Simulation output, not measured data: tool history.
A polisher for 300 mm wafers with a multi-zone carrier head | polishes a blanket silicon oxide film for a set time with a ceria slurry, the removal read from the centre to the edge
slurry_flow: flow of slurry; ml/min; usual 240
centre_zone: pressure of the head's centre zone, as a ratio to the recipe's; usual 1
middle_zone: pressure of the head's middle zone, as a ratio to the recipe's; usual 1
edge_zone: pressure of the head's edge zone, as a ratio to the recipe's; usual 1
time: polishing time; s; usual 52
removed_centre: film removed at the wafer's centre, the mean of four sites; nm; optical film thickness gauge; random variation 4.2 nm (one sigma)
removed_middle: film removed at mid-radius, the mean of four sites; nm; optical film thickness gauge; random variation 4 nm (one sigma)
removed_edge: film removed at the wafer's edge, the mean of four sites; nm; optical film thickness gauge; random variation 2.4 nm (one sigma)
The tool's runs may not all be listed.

run   hour  slurry_flow  centre_zone  middle_zone  edge_zone  time  incoming thickness of the incoming film, nm  removed_centre  removed_middle  removed_edge
  1      0          240         1.05         1.11          1    52                                       1449.2           311.2           332.9           307
  2   26.3          240            1            1          1    52                                       1454.5             296           303.7           303
  3   43.7          270            1            1          1    52                                       1465.6           298.9           301.5         303.3
      49.3  -- worn pad replaced by a new one
  4   50.4          240            1            1          1    52                                       1458.3             295           300.3           305
  5   85.6          215          0.9            1       0.95    59                                       1457.7           285.8           326.7         328.7
      88.6  -- slurry nozzle cleaned
  6   98.2          260            1            1          1    62                                       1476.9           368.3           384.4         371.2
  7  109.5          275         1.08            1       0.95    59                                         1435           386.3           361.4         352.1
  8    123          240          1.1         1.11       0.89    67                                       1474.1           435.7           426.8         380.1
  9  129.8          285            1            1       1.12    52                                       1433.4           310.7           312.5         339.4
 10  139.4          240         0.89            1          1    60                                       1463.2           313.2           361.1         358.2
 11    150          240            1            1          1    61                                       1431.5           360.8           367.1         366.7
 12    162          160         1.04            1       1.05    60                                       1451.9           346.9           340.8         355.1
 13    178          170            1            1          1    52                                         1452           287.9           289.6         299.1
 14  190.9          205         0.96            1       0.95    41                                       1440.4           223.6           237.2           237
 15  198.2          190            1            1       1.07    52                                       1451.9           294.3           299.6         315.4
 16  206.5          310            1         0.95       0.88    39                                       1450.4           235.4             225         224.4
 17  214.7          240            1         1.05       1.07    52                                       1437.9           290.9           321.1         318.2
     221.8  -- worn pad replaced by a new one
 18  228.8          240            1            1       1.06    66                                       1446.9           372.4           388.4         394.7
 19  243.2          240            1         0.91       1.04    52                                       1433.3           295.7           279.8         315.2
 20  258.1          290         0.93            1       0.93    52                                       1471.6           278.5           313.6         296.8
 21  268.5          275            1            1          1    52                                       1442.8           303.3           308.4         306.8
 22  276.1          240            1            1          1    52                                         1460           292.6           297.9         308.3

Forecast each of these 5 alternatives for the next run:
  A  276.5          240            1            1          1    52                                       1475.9               ?               ?             ?
  B  276.5          240         1.06         1.04       0.92    52                                       1475.9               ?               ?             ?
  C  276.5          240          0.9            1          1    52                                       1475.9               ?               ?             ?
  D  276.5          240            1            1          1    39                                       1475.9               ?               ?             ?
  E  276.5          240         0.93            1          1    52                                       1475.9               ?               ?             ?

run  removed_centre  removed_middle  removed_edge
  A           292.1           302.4         306.7
  B           309.9           312.5         294.7
  C           262.7           302.5         306.7
  D           219.1           226.8           230
  E           271.5           302.5         306.7
Without the tool's hidden state the same runs would have given:
run  removed_centre  removed_middle  removed_edge
  A           307.9             317         317.6
  B           326.6           327.7         305.2
  C           276.9           317.2         317.6
  D           230.9           237.8         238.2
  E           286.2           317.1         317.6

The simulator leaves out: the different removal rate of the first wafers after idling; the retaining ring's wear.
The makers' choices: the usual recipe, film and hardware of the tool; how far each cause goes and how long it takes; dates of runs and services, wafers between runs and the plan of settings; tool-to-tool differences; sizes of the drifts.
